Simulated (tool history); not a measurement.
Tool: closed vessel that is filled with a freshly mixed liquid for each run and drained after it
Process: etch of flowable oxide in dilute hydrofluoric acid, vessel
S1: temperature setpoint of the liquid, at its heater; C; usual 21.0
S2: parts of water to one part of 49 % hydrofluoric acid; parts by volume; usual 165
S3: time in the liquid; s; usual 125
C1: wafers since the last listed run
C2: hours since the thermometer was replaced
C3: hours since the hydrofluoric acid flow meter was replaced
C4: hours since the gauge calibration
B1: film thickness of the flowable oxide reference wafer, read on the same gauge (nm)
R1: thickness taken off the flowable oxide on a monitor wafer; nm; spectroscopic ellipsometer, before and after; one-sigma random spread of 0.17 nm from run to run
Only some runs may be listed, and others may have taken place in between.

run,day,S1,S2,S3,C1,C2,C3,C4,B1,R1
1,0.000,21.0,165,125,0,1448.6,919.0,240.3,59.81,17.92
2,0.596,21.0,215,125,970,1462.9,933.3,254.6,59.80,12.94
3,2.004,21.0,215,125,2294,1496.7,967.1,288.4,59.72,12.95
4,2.979,21.0,165,125,1588,1520.1,990.5,311.8,59.71,17.98
5,4.204,21.0,165,125,1995,1549.5,1019.9,341.2,59.66,18.03
6,5.592,21.0,165,125,2260,1582.8,1053.2,374.5,59.61,17.57
7,6.271,21.0,165,125,1106,1599.1,1069.5,390.8,59.52,17.66
8,7.004,18.5,165,125,1194,1616.7,1087.1,408.4,59.52,16.26
9,7.604,21.0,165,75,977,1631.1,1101.5,422.8,59.47,10.69
10,8.329,21.0,165,75,1181,1648.5,1118.9,440.2,59.40,10.56
11,9.312,21.0,165,125,1602,1672.1,1142.5,463.8,59.34,17.61
12,10.733,23.0,165,125,2314,1706.2,1176.6,497.9,59.30,18.86
13,11.525,23.0,165,125,1289,1725.2,1195.6,516.9,59.18,19.43
14,12.500,23.0,165,125,1588,1748.6,1219.0,540.3,59.13,18.59
15,13.333,21.0,165,125,1357,1768.6,1239.0,560.3,59.09,17.54
16,14.829,21.0,165,125,2436,1804.5,1274.9,596.2,58.99,17.34
17,16.138,19.5,90,160,2131,1835.9,1306.3,627.6,58.86,41.89
# day 17.204: thermometer replaced
18,17.533,21.0,140,175,2206,7.9,1339.8,661.1,58.71,29.73
19,19.000,21.0,125,155,2389,43.1,1375.0,696.3,58.61,29.94
20,20.096,18.0,165,80,1785,69.4,1401.3,722.6,58.48,9.81
21,21.592,24.5,225,60,2436,105.3,1437.2,758.5,58.30,6.60
# day 21.817: hydrofluoric acid flow meter replaced
22,22.471,23.0,240,175,1364,126.4,15.7,779.6,58.25,16.77
23,23.846,24.5,235,60,2240,159.4,48.7,812.6,58.09,6.14
24,25.038,21.0,165,125,1941,188.0,77.3,841.2,57.94,17.37
25,25.717,17.0,165,125,1106,204.3,93.6,857.5,57.86,14.78
26,26.662,25.5,215,125,1540,227.0,116.3,880.2,57.80,15.08
# day 26.788: gauge calibrated
27,28.088,21.0,165,125,2321,261.2,150.5,31.2,60.01,17.47
28,29.242,17.0,240,105,1880,288.9,178.2,58.9,59.99,8.30
29,29.867,24.5,100,190,1018,303.9,193.2,73.9,59.99,55.27
30,30.808,21.0,130,65,1534,326.5,215.8,96.5,60.03,12.18
31,35.179,21.0,165,125,7120,431.4,320.7,201.4,59.84,17.85
32,35.696,21.0,245,125,841,443.8,333.1,213.8,59.81,11.05

What differs in the tool's unlogged condition from the final listed run ahead of each entry between runs to the first listed run following it?
Run 17 -> run 18: thermometer replaced (day 17.204)
  gauge reads high (%): -1.9 -> -2.1
  the result without the hidden state subtracted from the measured one, R1: -0.81 -> -0.63 nm
Run 21 -> run 22: hydrofluoric acid flow meter replaced (day 21.817)
  gauge reads high (%): -2.76 -> -2.92
  the result without the hidden state subtracted from the measured one, R1: -0.18 -> -0.51 nm
Run 26 -> run 27: gauge calibrated (day 26.788)
  gauge reads high (%): -3.72 -> -0.02
  the result without the hidden state subtracted from the measured one, R1: -0.59 -> +0.00 nm
